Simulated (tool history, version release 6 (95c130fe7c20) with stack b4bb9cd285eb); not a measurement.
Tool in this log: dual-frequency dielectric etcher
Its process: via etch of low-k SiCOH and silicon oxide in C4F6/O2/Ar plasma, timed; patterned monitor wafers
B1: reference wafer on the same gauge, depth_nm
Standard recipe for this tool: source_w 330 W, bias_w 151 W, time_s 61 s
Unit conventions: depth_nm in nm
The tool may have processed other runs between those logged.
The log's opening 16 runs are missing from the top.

{"run": 17, "hour": 1289.9, "source_w": 330, "bias_w": 161, "time_s": 78, "B1": 164, "depth_nm": 215}
{"run": 18, "hour": 1348.5, "source_w": 370, "bias_w": 187, "time_s": 54, "B1": 164, "depth_nm": 162.3}
{"run": 19, "hour": 1408.9, "source_w": 330, "bias_w": 151, "time_s": 61, "B1": 164, "depth_nm": 167}
{"run": 20, "hour": 1482.9, "source_w": 330, "bias_w": 151, "time_s": 61, "B1": 164.1, "depth_nm": 166.4}
{"hour": 1693.3, "done": "wet clean of the chamber"}
{"hour": 1749.7, "done": "source power generator calibrated"}
{"run": 21, "hour": 1797.7, "source_w": 390, "bias_w": 168, "time_s": 70, "B1": 164, "depth_nm": 203.2}
{"hour": 1800.5, "done": "gauge calibrated"}
{"run": 22, "hour": 1895.1, "source_w": 350, "bias_w": 135, "time_s": 46, "B1": 164, "depth_nm": 120.7}
{"run": 23, "hour": 1957.3, "source_w": 330, "bias_w": 151, "time_s": 69, "B1": 164, "depth_nm": 182.6}
{"run": 24, "hour": 2035.1, "source_w": 370, "bias_w": 151, "time_s": 51, "B1": 164, "depth_nm": 141.3}
{"run": 25, "hour": 2079.8, "source_w": 280, "bias_w": 123, "time_s": 61, "B1": 164, "depth_nm": 144.8}
{"run": 26, "hour": 2121.9, "source_w": 330, "bias_w": 184, "time_s": 61, "B1": 164, "depth_nm": 171.8}
{"hour": 2336.2, "done": "wet clean of the chamber"}
{"run": 27, "hour": 2337.0, "source_w": 330, "bias_w": 151, "time_s": 61, "B1": 163.9, "depth_nm": 159.5}
{"run": 28, "hour": 2416.7, "source_w": 400, "bias_w": 123, "time_s": 70.5, "B1": 164, "depth_nm": 189.5}

Predict the results of run 29:
{"run": 29, "hour": 2491.6, "source_w": 400, "bias_w": 151, "time_s": 66, "B1": "?", "depth_nm": "?"}

B1: 164
depth_nm: 188 nm
If the tool had no hidden condition, the same run with the same run-to-run variation would have returned depth_nm 186.4 nm.
